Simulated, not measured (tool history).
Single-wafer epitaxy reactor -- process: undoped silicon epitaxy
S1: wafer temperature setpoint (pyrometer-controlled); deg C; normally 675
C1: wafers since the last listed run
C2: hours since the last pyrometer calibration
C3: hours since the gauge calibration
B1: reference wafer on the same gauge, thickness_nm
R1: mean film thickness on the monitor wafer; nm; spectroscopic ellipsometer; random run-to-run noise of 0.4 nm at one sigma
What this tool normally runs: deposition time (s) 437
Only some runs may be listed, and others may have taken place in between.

{"run": 1, "day": 0.0, "S1": 675, "deposition time (s)": 437, "C1": 0, "C2": 114.1, "C3": 983.9, "B1": 138.669, "R1": 124.442}
{"run": 2, "day": 2.371, "S1": 682, "deposition time (s)": 400, "C1": 357, "C2": 171, "C3": 1040.8, "B1": 139.05, "R1": 130.364}
{"run": 3, "day": 3.517, "S1": 682, "deposition time (s)": 400, "C1": 172, "C2": 198.5, "C3": 1068.3, "B1": 139.115, "R1": 130.266}
{"run": 4, "day": 5.488, "S1": 671, "deposition time (s)": 437, "C1": 297, "C2": 245.8, "C3": 1115.6, "B1": 139.103, "R1": 114.882}
{"run": 5, "day": 7.104, "S1": 668, "deposition time (s)": 384, "C1": 243, "C2": 284.6, "C3": 1154.4, "B1": 139.06, "R1": 95.066}
{"run": 6, "day": 9.15, "S1": 668, "deposition time (s)": 384, "C1": 308, "C2": 333.7, "C3": 1203.5, "B1": 139.468, "R1": 94.86}
{"run": 7, "day": 10.967, "S1": 668, "deposition time (s)": 384, "C1": 273, "C2": 377.3, "C3": 1247.1, "B1": 139.405, "R1": 94.754}
{"run": 8, "day": 13.617, "S1": 675, "deposition time (s)": 437, "C1": 399, "C2": 440.9, "C3": 1310.7, "B1": 139.511, "R1": 123.85}
{"run": 9, "day": 15.433, "S1": 675, "deposition time (s)": 437, "C1": 273, "C2": 484.5, "C3": 1354.3, "B1": 139.736, "R1": 124.183}
{"run": 10, "day": 17.342, "S1": 675, "deposition time (s)": 437, "C1": 287, "C2": 530.3, "C3": 1400.1, "B1": 139.647, "R1": 124.257}
{"run": 11, "day": 18.588, "S1": 675, "deposition time (s)": 437, "C1": 187, "C2": 560.2, "C3": 1430, "B1": 139.727, "R1": 124.799}
{"run": 12, "day": 20.346, "S1": 675, "deposition time (s)": 437, "C1": 265, "C2": 602.4, "C3": 1472.2, "B1": 139.83, "R1": 125.007}
{"run": 13, "day": 21.875, "S1": 675, "deposition time (s)": 437, "C1": 230, "C2": 639.1, "C3": 1508.9, "B1": 139.731, "R1": 125.287}
{"run": 14, "day": 23.475, "S1": 664, "deposition time (s)": 437, "C1": 241, "C2": 677.5, "C3": 1547.3, "B1": 140.06, "R1": 100.393}
{"run": 15, "day": 25.058, "S1": 664, "deposition time (s)": 437, "C1": 238, "C2": 715.5, "C3": 1585.3, "B1": 140.142, "R1": 101.165}
{"run": 16, "day": 26.562, "S1": 679, "deposition time (s)": 437, "C1": 226, "C2": 751.6, "C3": 1621.4, "B1": 140.328, "R1": 135.669}
{"day": 27.775, "done": "gauge calibrated"}
{"run": 17, "day": 27.838, "S1": 679, "deposition time (s)": 437, "C1": 192, "C2": 782.2, "C3": 1.5, "B1": 135.132, "R1": 130.509}
{"run": 18, "day": 30.138, "S1": 679, "deposition time (s)": 437, "C1": 346, "C2": 837.4, "C3": 56.7, "B1": 135.212, "R1": 130.216}
{"run": 19, "day": 37.646, "S1": 681, "deposition time (s)": 437, "C1": 1132, "C2": 1017.6, "C3": 236.9, "B1": 135.654, "R1": 135.878}
{"run": 20, "day": 38.979, "S1": 675, "deposition time (s)": 463, "C1": 201, "C2": 1049.6, "C3": 268.9, "B1": 135.601, "R1": 128.181}
{"day": 40.329, "done": "pyrometer calibrated"}
{"run": 21, "day": 40.35, "S1": 675, "deposition time (s)": 384, "C1": 156, "C2": 0.5, "C3": 301.8, "B1": 136.046, "R1": 106.523}
{"run": 22, "day": 41.479, "S1": 664, "deposition time (s)": 469, "C1": 170, "C2": 27.6, "C3": 328.9, "B1": 136.003, "R1": 104.607}
{"run": 23, "day": 43.229, "S1": 679, "deposition time (s)": 437, "C1": 263, "C2": 69.6, "C3": 370.9, "B1": 135.829, "R1": 131.503}
{"run": 24, "day": 46.179, "S1": 675, "deposition time (s)": 437, "C1": 444, "C2": 140.4, "C3": 441.7, "B1": 136.378, "R1": 121.268}
{"run": 25, "day": 47.267, "S1": 675, "deposition time (s)": 437, "C1": 163, "C2": 166.5, "C3": 467.8, "B1": 136.073, "R1": 121.262}
{"run": 26, "day": 50.046, "S1": 663, "deposition time (s)": 437, "C1": 419, "C2": 233.2, "C3": 534.5, "B1": 136.248, "R1": 96.027}
{"run": 27, "day": 54.075, "S1": 668, "deposition time (s)": 405, "C1": 607, "C2": 329.9, "C3": 631.2, "B1": 136.475, "R1": 97.857}
{"run": 28, "day": 55.133, "S1": 679, "deposition time (s)": 401, "C1": 159, "C2": 355.3, "C3": 656.6, "B1": 136.617, "R1": 121.242}
{"run": 29, "day": 56.775, "S1": 675, "deposition time (s)": 393, "C1": 247, "C2": 394.7, "C3": 696, "B1": 136.938, "R1": 109.706}
{"run": 30, "day": 57.846, "S1": 663, "deposition time (s)": 392, "C1": 161, "C2": 420.4, "C3": 721.7, "B1": 137.037, "R1": 86.132}
{"run": 31, "day": 60.788, "S1": 675, "deposition time (s)": 437, "C1": 443, "C2": 491, "C3": 792.3, "B1": 136.693, "R1": 121.609}
{"run": 32, "day": 62.1, "S1": 671, "deposition time (s)": 502, "C1": 197, "C2": 522.5, "C3": 823.8, "B1": 136.893, "R1": 129.713}
{"run": 33, "day": 64.808, "S1": 675, "deposition time (s)": 520, "C1": 408, "C2": 587.5, "C3": 888.8, "B1": 137.219, "R1": 145.423}
{"run": 34, "day": 67.488, "S1": 668, "deposition time (s)": 485, "C1": 404, "C2": 651.8, "C3": 953.1, "B1": 137.108, "R1": 118.541}
{"run": 35, "day": 69.762, "S1": 668, "deposition time (s)": 402, "C1": 343, "C2": 706.4, "C3": 1007.7, "B1": 137.298, "R1": 98.524}
{"run": 36, "day": 71.688, "S1": 675, "deposition time (s)": 437, "C1": 290, "C2": 752.6, "C3": 1053.9, "B1": 137.422, "R1": 122.416}

For each run, what was the tool's unlogged condition?
wafer temperature above the value expected at the setpoint (K): 0 at every run
H1: gauge reads high (%)
run=1 H1=2.05
run=2 H1=2.14
run=3 H1=2.19
run=4 H1=2.26
run=5 H1=2.32
run=6 H1=2.4
run=7 H1=2.47
run=8 H1=2.57
run=9 H1=2.64
run=10 H1=2.71
run=11 H1=2.76
run=12 H1=2.83
run=13 H1=2.88
run=14 H1=2.94
run=15 H1=3
run=16 H1=3.06
run=17 H1=-0.561
run=18 H1=-0.474
run=19 H1=-0.188
run=20 H1=-0.138
run=21 H1=-0.0856
run=22 H1=-0.0427
run=23 H1=0.0238
run=24 H1=0.136
run=25 H1=0.177
run=26 H1=0.283
run=27 H1=0.436
run=28 H1=0.476
run=29 H1=0.538
run=30 H1=0.579
run=31 H1=0.691
run=32 H1=0.741
run=33 H1=0.844
run=34 H1=0.945
run=35 H1=1.03
run=36 H1=1.11

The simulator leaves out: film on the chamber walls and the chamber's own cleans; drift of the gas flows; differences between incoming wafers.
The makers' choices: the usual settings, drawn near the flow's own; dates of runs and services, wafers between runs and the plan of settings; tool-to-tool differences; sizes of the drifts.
